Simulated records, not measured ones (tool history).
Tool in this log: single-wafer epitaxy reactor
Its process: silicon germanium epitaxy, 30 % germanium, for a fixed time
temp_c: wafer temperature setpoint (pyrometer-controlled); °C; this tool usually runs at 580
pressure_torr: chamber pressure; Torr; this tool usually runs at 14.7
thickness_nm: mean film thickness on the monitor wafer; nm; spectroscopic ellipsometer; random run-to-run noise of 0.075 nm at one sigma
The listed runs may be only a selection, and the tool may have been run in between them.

| run | hour | temp_c | pressure_torr | wafers since the last listed run | hours since the last pyrometer calibration | hours since the last manometer calibration | hours since the showerhead was replaced | hours since the gauge calibration | read-back reference wafer on the same gauge, thickness_nm | thickness_nm |
|---|---|---|---|---|---|---|---|---|---|---|
| 1 | 0 | 580 | 14.7 | 0 | 1880.3 | 2592.5 | 3824.9 | 181.2 | 27.893 | 32.807 |
| 2 | 35.3 | 580 | 14.7 | 652 | 1915.6 | 2627.8 | 3860.2 | 216.5 | 27.903 | 32.794 |
| 3 | 68.2 | 580 | 11.8 | 607 | 1948.5 | 2660.7 | 3893.1 | 249.4 | 27.904 | 29.405 |
| 4 | 103.2 | 580 | 11.8 | 646 | 1983.5 | 2695.7 | 3928.1 | 284.4 | 27.922 | 29.458 |
| 5 | 135 | 580 | 14.7 | 587 | 2015.3 | 2727.5 | 3959.9 | 316.2 | 27.911 | 32.717 |
| 6 | 185 | 580 | 14.7 | 923 | 2065.3 | 2777.5 | 4009.9 | 366.2 | 27.907 | 32.606 |
| 7 | 250.4 | 580 | 14.7 | 1207 | 2130.7 | 2842.9 | 4075.3 | 431.6 | 27.888 | 32.586 |
| 8 | 277 | 592 | 14.7 | 491 | 2157.3 | 2869.5 | 4101.9 | 458.2 | 27.896 | 42.114 |
| 9 | 383.1 | 580 | 14.7 | 1959 | 2263.4 | 2975.6 | 4208 | 564.3 | 27.909 | 32.448 |
| 10 | 411 | 580 | 14.7 | 515 | 2291.3 | 3003.5 | 4235.9 | 592.2 | 27.905 | 32.458 |
|  | 426 | capacitance manometer re-zeroed and calibrated |
|  | 439.7 | pyrometer calibrated |
|  | 480.8 | showerhead replaced |
| 11 | 481.3 | 580 | 14.7 | 855 | 41.6 | 55.3 | 0.5 | 662.5 | 27.884 | 33.583 |
| 12 | 522.7 | 580 | 14.7 | 764 | 83 | 96.7 | 41.9 | 703.9 | 27.905 | 33.51 |
| 13 | 587.2 | 580 | 14.7 | 1191 | 147.5 | 161.2 | 106.4 | 768.4 | 27.904 | 33.705 |
| 14 | 648.8 | 591 | 14.7 | 1137 | 209.1 | 222.8 | 168 | 830 | 27.905 | 42.734 |
| 15 | 719.5 | 591 | 14.7 | 1305 | 279.8 | 293.5 | 238.7 | 900.7 | 27.9 | 42.592 |
| 16 | 761.8 | 580 | 12.8 | 781 | 322.1 | 335.8 | 281 | 943 | 27.901 | 31.443 |
| 17 | 790.9 | 585 | 11 | 537 | 351.2 | 364.9 | 310.1 | 972.1 | 27.894 | 32.447 |
| 18 | 840 | 580 | 11.6 | 906 | 400.3 | 414 | 359.2 | 1021.2 | 27.917 | 29.789 |
|  | 870.5 | gauge calibrated |
| 19 | 890.9 | 590 | 11.6 | 940 | 451.2 | 464.9 | 410.1 | 20.4 | 27.895 | 37.21 |
| 20 | 951.6 | 580 | 14.7 | 1121 | 511.9 | 525.6 | 470.8 | 81.1 | 27.877 | 33.746 |
| 21 | 1011.6 | 580 | 14.7 | 1108 | 571.9 | 585.6 | 530.8 | 141.1 | 27.903 | 33.687 |
| 22 | 1077.7 | 580 | 14.7 | 1220 | 638 | 651.7 | 596.9 | 207.2 | 27.892 | 33.619 |
| 23 | 1130.9 | 580 | 14.7 | 982 | 691.2 | 704.9 | 650.1 | 260.4 | 27.909 | 33.495 |
| 24 | 1165.3 | 575 | 14.7 | 635 | 725.6 | 739.3 | 684.5 | 294.8 | 27.899 | 30.019 |
| 25 | 1195.2 | 588 | 18.3 | 552 | 755.5 | 769.2 | 714.4 | 324.7 | 27.917 | 44.288 |
| 26 | 1258 | 567 | 14.7 | 1159 | 818.3 | 832 | 777.2 | 387.5 | 27.893 | 25.101 |
| 27 | 1300.6 | 586 | 16.8 | 786 | 860.9 | 874.6 | 819.8 | 430.1 | 27.897 | 40.474 |
| 28 | 1344.3 | 572 | 12.9 | 807 | 904.6 | 918.3 | 863.5 | 473.8 | 27.908 | 26.35 |
| 29 | 1390.4 | 588 | 15.8 | 851 | 950.7 | 964.4 | 909.6 | 519.9 | 27.906 | 41.225 |
| 30 | 1432.2 | 580 | 12.8 | 772 | 992.5 | 1006.2 | 951.4 | 561.7 | 27.9 | 31.351 |
| 31 | 1500 | 566 | 14.7 | 1252 | 1060.3 | 1074 | 1019.2 | 629.5 | 27.915 | 24.406 |
| 32 | 1549.2 | 585 | 13.3 | 908 | 1109.5 | 1123.2 | 1068.4 | 678.7 | 27.91 | 35.616 |
| 33 | 1574.2 | 567 | 15.8 | 461 | 1134.5 | 1148.2 | 1093.4 | 703.7 | 27.897 | 25.866 |
| 34 | 1624.4 | 594 | 15.7 | 927 | 1184.7 | 1198.4 | 1143.6 | 753.9 | 27.907 | 46.641 |
| 35 | 1670.2 | 580 | 14.7 | 845 | 1230.5 | 1244.2 | 1189.4 | 799.7 | 27.905 | 33.38 |

Here are 4 independent what-if runs from the current tool condition. What would each one return?
| A | 1670.6 | 580 | 14.7 | 7 | 1230.9 | 1244.6 | 1189.8 | 800.1 | ? | ? |
| B | 1670.6 | 589 | 17.9 | 7 | 1230.9 | 1244.6 | 1189.8 | 800.1 | ? | ? |
| C | 1670.6 | 574 | 12.1 | 7 | 1230.9 | 1244.6 | 1189.8 | 800.1 | ? | ? |
| D | 1670.6 | 569 | 15.9 | 7 | 1230.9 | 1244.6 | 1189.8 | 800.1 | ? | ? |

| run | read-back reference wafer on the same gauge, thickness_nm | thickness_nm |
|---|---|---|
| A | 27.901 | 33.399 |
| B | 27.901 | 44.471 |
| C | 27.901 | 26.624 |
| D | 27.901 | 27.172 |
Stripped of hidden state, with their random variation kept, the same runs would have yielded:
| run | thickness_nm |
|---|---|
| A | 33.912 |
| B | 45.154 |
| C | 27.033 |
| D | 27.59 |

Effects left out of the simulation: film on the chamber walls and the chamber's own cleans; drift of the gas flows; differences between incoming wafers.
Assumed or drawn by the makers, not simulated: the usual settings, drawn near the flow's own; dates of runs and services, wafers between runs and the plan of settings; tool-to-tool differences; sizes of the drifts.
